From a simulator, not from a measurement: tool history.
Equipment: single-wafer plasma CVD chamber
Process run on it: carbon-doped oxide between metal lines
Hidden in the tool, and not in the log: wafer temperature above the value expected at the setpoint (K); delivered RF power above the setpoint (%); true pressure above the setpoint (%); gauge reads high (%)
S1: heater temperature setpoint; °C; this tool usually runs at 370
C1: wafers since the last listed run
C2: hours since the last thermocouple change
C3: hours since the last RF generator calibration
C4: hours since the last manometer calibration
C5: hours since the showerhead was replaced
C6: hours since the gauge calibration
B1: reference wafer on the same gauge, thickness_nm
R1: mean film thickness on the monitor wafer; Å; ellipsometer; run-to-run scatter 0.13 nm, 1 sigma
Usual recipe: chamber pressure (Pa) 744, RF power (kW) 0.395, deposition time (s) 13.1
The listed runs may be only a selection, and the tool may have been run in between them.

run 1 hour=0 | S1=370 chamber_pressure_(Pa)=744 RF_power_(kW)=0.395 deposition_time_(s)=13.1 | C1=0 C2=1705.2 C3=1559.8 C4=1889.5 C5=4708.9 C6=75.9 | B1=54.287 | R1=570.61
run 2 hour=13.4 | S1=370 chamber_pressure_(Pa)=744 RF_power_(kW)=0.395 deposition_time_(s)=13.1 | C1=509 C2=1718.6 C3=1573.2 C4=1902.9 C5=4722.3 C6=89.3 | B1=54.3 | R1=571.43
run 3 hour=40.5 | S1=370 chamber_pressure_(Pa)=744 RF_power_(kW)=0.395 deposition_time_(s)=13.1 | C1=1031 C2=1745.7 C3=1600.3 C4=1930 C5=4749.4 C6=116.4 | B1=54.298 | R1=568.28
run 4 hour=69.8 | S1=370 chamber_pressure_(Pa)=744 RF_power_(kW)=0.395 deposition_time_(s)=13.1 | C1=1114 C2=1775 C3=1629.6 C4=1959.3 C5=4778.7 C6=145.7 | B1=54.295 | R1=566.84
run 5 hour=104.1 | S1=370 chamber_pressure_(Pa)=744 RF_power_(kW)=0.395 deposition_time_(s)=13.1 | C1=1305 C2=1809.3 C3=1663.9 C4=1993.6 C5=4813 C6=180 | B1=54.301 | R1=567.47
run 6 hour=121.8 | S1=370 chamber_pressure_(Pa)=744 RF_power_(kW)=0.395 deposition_time_(s)=13.1 | C1=673 C2=1827 C3=1681.6 C4=2011.3 C5=4830.7 C6=197.7 | B1=54.281 | R1=567.52
-- hour=146.8 showerhead replaced
-- hour=154.1 thermocouple changed; heater temperature recalibrated
run 7 hour=154.6 | S1=370 chamber_pressure_(Pa)=744 RF_power_(kW)=0.395 deposition_time_(s)=13.1 | C1=667 C2=0.5 C3=1714.4 C4=2044.1 C5=7.8 C6=230.5 | B1=54.311 | R1=567.64
run 8 hour=169.9 | S1=363 chamber_pressure_(Pa)=744 RF_power_(kW)=0.395 deposition_time_(s)=13.1 | C1=582 C2=15.8 C3=1729.7 C4=2059.4 C5=23.1 C6=245.8 | B1=54.29 | R1=575.77
run 9 hour=193.1 | S1=383 chamber_pressure_(Pa)=833 RF_power_(kW)=0.33 deposition_time_(s)=11.5 | C1=882 C2=39 C3=1752.9 C4=2082.6 C5=46.3 C6=269 | B1=54.315 | R1=422.65
-- hour=200.4 gauge calibrated
-- hour=202.2 RF generator calibrated
run 10 hour=215 | S1=363 chamber_pressure_(Pa)=744 RF_power_(kW)=0.345 deposition_time_(s)=13.1 | C1=528 C2=60.9 C3=12.8 C4=2104.5 C5=68.2 C6=14.6 | B1=54.281 | R1=549.58
-- hour=225.8 capacitance manometer re-zeroed and calibrated
run 11 hour=232.3 | S1=370 chamber_pressure_(Pa)=579 RF_power_(kW)=0.435 deposition_time_(s)=10.9 | C1=353 C2=78.2 C3=30.1 C4=6.5 C5=85.5 C6=31.9 | B1=54.315 | R1=527.39
run 12 hour=255.4 | S1=370 chamber_pressure_(Pa)=744 RF_power_(kW)=0.44 deposition_time_(s)=10.7 | C1=878 C2=101.3 C3=53.2 C4=29.6 C5=108.6 C6=55 | B1=54.271 | R1=536.57
run 13 hour=277.9 | S1=370 chamber_pressure_(Pa)=744 RF_power_(kW)=0.395 deposition_time_(s)=13.1 | C1=856 C2=123.8 C3=75.7 C4=52.1 C5=131.1 C6=77.5 | B1=54.297 | R1=602.67
run 14 hour=297.8 | S1=370 chamber_pressure_(Pa)=744 RF_power_(kW)=0.395 deposition_time_(s)=11.1 | C1=757 C2=143.7 C3=95.6 C4=72 C5=151 C6=97.4 | B1=54.308 | R1=510.45

Subtracting, for every run, the result it would have given without the tool's unlogged condition from the measured result gives the following. The same run-to-run variation enters both numbers; the gauge's scatter may not:
run=1 R1=-34.31
run=2 R1=-34.66
run=3 R1=-35.1
run=4 R1=-35.68
run=5 R1=-36.51
run=6 R1=-36.92
run=7 R1=-37.68
run=8 R1=-38.58
run=9 R1=-29.68
run=10 R1=-0.45
run=11 R1=-0.72
run=12 R1=-1.16
run=13 R1=-1.76
run=14 R1=-1.83
